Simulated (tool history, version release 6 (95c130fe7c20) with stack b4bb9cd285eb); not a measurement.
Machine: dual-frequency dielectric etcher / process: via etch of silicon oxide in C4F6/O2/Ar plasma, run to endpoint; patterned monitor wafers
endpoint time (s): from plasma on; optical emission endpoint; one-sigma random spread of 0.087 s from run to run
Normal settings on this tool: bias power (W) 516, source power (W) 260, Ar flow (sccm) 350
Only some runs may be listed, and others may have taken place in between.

| run | hour | bias power (W) | source power (W) | Ar flow (sccm) | incoming incoming film thickness, nm | endpoint time (s) |
|---|---|---|---|---|---|---|
| 1 | 0.0 | 581 | 240 | 350 | 100.4 | 22.7 |
| 2 | 23.1 | 581 | 240 | 350 | 99.9 | 22.4 |
| 3 | 43.5 | 581 | 240 | 350 | 99.1 | 22.3 |
| 4 | 59.3 | 556 | 260 | 350 | 100.3 | 21.9 |
| 5 | 87.8 | 442 | 260 | 350 | 99.5 | 23.4 |
| 6 | 111.4 | 442 | 260 | 350 | 100.3 | 23.6 |
| 7 | 139.8 | 516 | 280 | 350 | 99.9 | 21.2 |
| 8 | 172.5 | 457 | 260 | 350 | 100.2 | 23.2 |
| 9 | 201.5 | 459 | 260 | 350 | 100.4 | 23.1 |
|  | 232.1 | wet clean of the chamber |
| 10 | 232.6 | 459 | 260 | 350 | 99.9 | 24.2 |
| 11 | 253.0 | 516 | 260 | 350 | 98.6 | 22.8 |
| 12 | 282.1 | 516 | 260 | 396 | 100.6 | 23.4 |
|  | 306.6 | source power generator calibrated |
| 13 | 312.2 | 516 | 260 | 396 | 99.6 | 23.2 |
| 14 | 337.9 | 516 | 260 | 350 | 99.7 | 22.8 |
|  | 359.8 | bias power generator calibrated |
| 15 | 364.9 | 516 | 260 | 350 | 100.6 | 23.0 |
| 16 | 397.2 | 457 | 310 | 433 | 99.7 | 22.2 |
| 17 | 432.4 | 572 | 230 | 350 | 99.3 | 23.3 |
| 18 | 465.7 | 476 | 260 | 286 | 98.7 | 22.6 |
|  | 472.1 | Ar flow controller replaced |
|  | 507.7 | upper electrode replaced |
| 19 | 508.2 | 516 | 260 | 350 | 99.7 | 22.6 |
| 20 | 513.1 | 414 | 260 | 272 | 99.1 | 23.5 |
| 21 | 546.0 | 516 | 240 | 384 | 99.4 | 23.6 |
| 22 | 567.4 | 459 | 260 | 350 | 99.6 | 23.2 |
| 23 | 582.7 | 614 | 280 | 431 | 100.6 | 20.7 |
| 24 | 597.7 | 466 | 220 | 291 | 98.8 | 24.8 |
| 25 | 623.7 | 572 | 260 | 350 | 100.2 | 21.5 |
| 26 | 647.5 | 451 | 280 | 419 | 100.1 | 22.8 |
| 27 | 673.2 | 516 | 230 | 350 | 98.4 | 23.4 |
| 28 | 707.0 | 459 | 260 | 350 | 100.5 | 23.2 |

Predict each of these 3 candidate next runs independently; none follows another, all start after run 28:
| A | 707.4 | 516 | 260 | 350 | 98.7 | ? |
| B | 707.4 | 388 | 210 | 323 | 98.7 | ? |
| C | 707.4 | 610 | 260 | 414 | 98.7 | ? |

| run | endpoint time (s) |
|---|---|
| A | 21.9 |
| B | 27.2 |
| C | 20.9 |
Take away the tool's hidden state, keep each run's random variation, and the runs would have read:
| run | endpoint time (s) |
|---|---|
| A | 22.9 |
| B | 28.6 |
| C | 21.9 |

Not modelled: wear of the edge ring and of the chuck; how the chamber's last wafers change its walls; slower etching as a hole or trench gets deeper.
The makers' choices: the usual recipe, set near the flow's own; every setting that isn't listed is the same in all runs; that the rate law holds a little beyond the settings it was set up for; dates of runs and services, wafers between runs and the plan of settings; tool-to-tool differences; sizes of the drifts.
